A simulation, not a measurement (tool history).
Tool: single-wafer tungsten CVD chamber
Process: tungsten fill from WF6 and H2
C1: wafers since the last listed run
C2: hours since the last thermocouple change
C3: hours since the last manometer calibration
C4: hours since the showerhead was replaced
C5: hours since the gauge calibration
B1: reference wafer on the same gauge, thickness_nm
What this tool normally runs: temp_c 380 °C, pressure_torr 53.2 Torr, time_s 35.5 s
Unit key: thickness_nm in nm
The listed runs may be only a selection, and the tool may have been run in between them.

Run 1, hour 0.0: usual settings; C1 0; C2 1337.6; C3 1514.6; C4 3085.9; C5 56.9; B1 94.877. Result: thickness_nm 83.556 nm.
Run 2, hour 17.3: usual settings; C1 375; C2 1354.9; C3 1531.9; C4 3103.2; C5 74.2; B1 94.817. Result: thickness_nm 83.237 nm.
Run 3, hour 33.8: usual settings; C1 358; C2 1371.4; C3 1548.4; C4 3119.7; C5 90.7; B1 94.878. Result: thickness_nm 83.329 nm.
Run 4, hour 65.3: usual settings; C1 683; C2 1402.9; C3 1579.9; C4 3151.2; C5 122.2; B1 94.934. Result: thickness_nm 83.443 nm.
Run 5, hour 97.9: usual settings but pressure_torr 59.6 Torr; C1 707; C2 1435.5; C3 1612.5; C4 3183.8; C5 154.8; B1 94.816. Result: thickness_nm 87.162 nm.
Run 6, hour 133.7: usual settings but pressure_torr 59.6 Torr; C1 777; C2 1471.3; C3 1648.3; C4 3219.6; C5 190.6; B1 94.882. Result: thickness_nm 86.584 nm.
Run 7, hour 150.8: usual settings but pressure_torr 59.6 Torr; C1 371; C2 1488.4; C3 1665.4; C4 3236.7; C5 207.7; B1 94.883. Result: thickness_nm 86.904 nm.
Run 8, hour 172.2: usual settings but time_s 39.2 s; C1 464; C2 1509.8; C3 1686.8; C4 3258.1; C5 229.1; B1 94.846. Result: thickness_nm 91.938 nm.
Run 9, hour 188.9: usual settings but time_s 39.2 s; C1 362; C2 1526.5; C3 1703.5; C4 3274.8; C5 245.8; B1 94.874. Result: thickness_nm 90.699 nm.
Run 10, hour 201.7: usual settings; C1 277; C2 1539.3; C3 1716.3; C4 3287.6; C5 258.6; B1 94.905. Result: thickness_nm 82.824 nm.
Run 11, hour 233.2: usual settings; C1 683; C2 1570.8; C3 1747.8; C4 3319.1; C5 290.1; B1 94.849. Result: thickness_nm 82.557 nm.
Run 12, hour 253.1: usual settings; C1 432; C2 1590.7; C3 1767.7; C4 3339.0; C5 310.0; B1 94.966. Result: thickness_nm 82.545 nm.
Run 13, hour 285.0: usual settings; C1 692; C2 1622.6; C3 1799.6; C4 3370.9; C5 341.9; B1 94.910. Result: thickness_nm 82.152 nm.
Run 14, hour 298.2: usual settings; C1 286; C2 1635.8; C3 1812.8; C4 3384.1; C5 355.1; B1 94.931. Result: thickness_nm 82.283 nm.
Run 15, hour 313.7: usual settings; C1 336; C2 1651.3; C3 1828.3; C4 3399.6; C5 370.6; B1 94.969. Result: thickness_nm 81.937 nm.
At hour 325.6: showerhead replaced.
Run 16, hour 336.2: usual settings; C1 314; C2 1673.8; C3 1850.8; C4 10.6; C5 393.1; B1 94.848. Result: thickness_nm 82.030 nm.
At hour 355.5: thermocouple changed; heater temperature recalibrated.
Run 17, hour 370.1: usual settings but temp_c 389 °C, time_s 32.5 s; C1 562; C2 14.6; C3 1884.7; C4 44.5; C5 427.0; B1 94.903. Result: thickness_nm 94.273 nm.
At hour 375.5: gauge calibrated.
Run 18, hour 391.1: usual settings but temp_c 386 °C, pressure_torr 41.0 Torr, time_s 28.5 s; C1 455; C2 35.6; C3 1905.7; C4 65.5; C5 15.6; B1 94.885. Result: thickness_nm 70.448 nm.
Run 19, hour 425.6: usual settings but pressure_torr 57.4 Torr; C1 749; C2 70.1; C3 1940.2; C4 100.0; C5 50.1; B1 94.853. Result: thickness_nm 90.312 nm.
At hour 449.2: capacitance manometer re-zeroed and calibrated.
Run 20, hour 449.5: usual settings but temp_c 391 °C, pressure_torr 41.0 Torr; C1 345; C2 94.0; C3 0.3; C4 123.9; C5 74.0; B1 94.873. Result: thickness_nm 96.249 nm.
Run 21, hour 477.0: usual settings but pressure_torr 57.1 Torr, time_s 30.0 s; C1 597; C2 121.5; C3 27.8; C4 151.4; C5 101.5; B1 94.872. Result: thickness_nm 75.940 nm.
Run 22, hour 512.4: usual settings; C1 768; C2 156.9; C3 63.2; C4 186.8; C5 136.9; B1 94.933. Result: thickness_nm 87.681 nm.
Run 23, hour 539.6: usual settings but temp_c 370 °C, pressure_torr 63.6 Torr, time_s 40.1 s; C1 590; C2 184.1; C3 90.4; C4 214.0; C5 164.1; B1 94.882. Result: thickness_nm 88.559 nm.
Run 24, hour 557.5: usual settings but temp_c 389 °C, time_s 32.5 s; C1 388; C2 202.0; C3 108.3; C4 231.9; C5 182.0; B1 94.899. Result: thickness_nm 92.947 nm.
Run 25, hour 626.5: usual settings but pressure_torr 49.5 Torr, time_s 29.9 s; C1 1498; C2 271.0; C3 177.3; C4 300.9; C5 251.0; B1 94.947. Result: thickness_nm 71.538 nm.
Run 26, hour 639.1: usual settings but temp_c 371 °C, pressure_torr 59.7 Torr, time_s 33.6 s; C1 273; C2 283.6; C3 189.9; C4 313.5; C5 263.6; B1 94.845. Result: thickness_nm 73.396 nm.
Run 27, hour 662.0: usual settings; C1 497; C2 306.5; C3 212.8; C4 336.4; C5 286.5; B1 94.892. Result: thickness_nm 86.856 nm.
Run 28, hour 696.8: usual settings but time_s 42.1 s; C1 755; C2 341.3; C3 247.6; C4 371.2; C5 321.3; B1 94.800. Result: thickness_nm 103.208 nm.

Had the tool no unlogged condition, and each run kept its random variation, what would the results have been?
Hidden state present: wafer temperature above the value expected at the setpoint (K); true pressure above the setpoint (%); gauge reads high (%).
run  thickness_nm
  1        88.629
  2        88.358
  3        88.521
  4        88.766
  5        92.857
  6        92.389
  7        92.802
  8        98.271
  9        97.019
 10        88.646
 11        88.484
 12        88.550
 13        88.255
 14        88.448
 15        88.136
 16        88.325
 17        94.620
 18        70.774
 19        90.880
 20        96.928
 21        76.592
 22        88.572
 23        89.594
 24        94.038
 25        72.631
 26        74.588
 27        88.322
 28       105.111
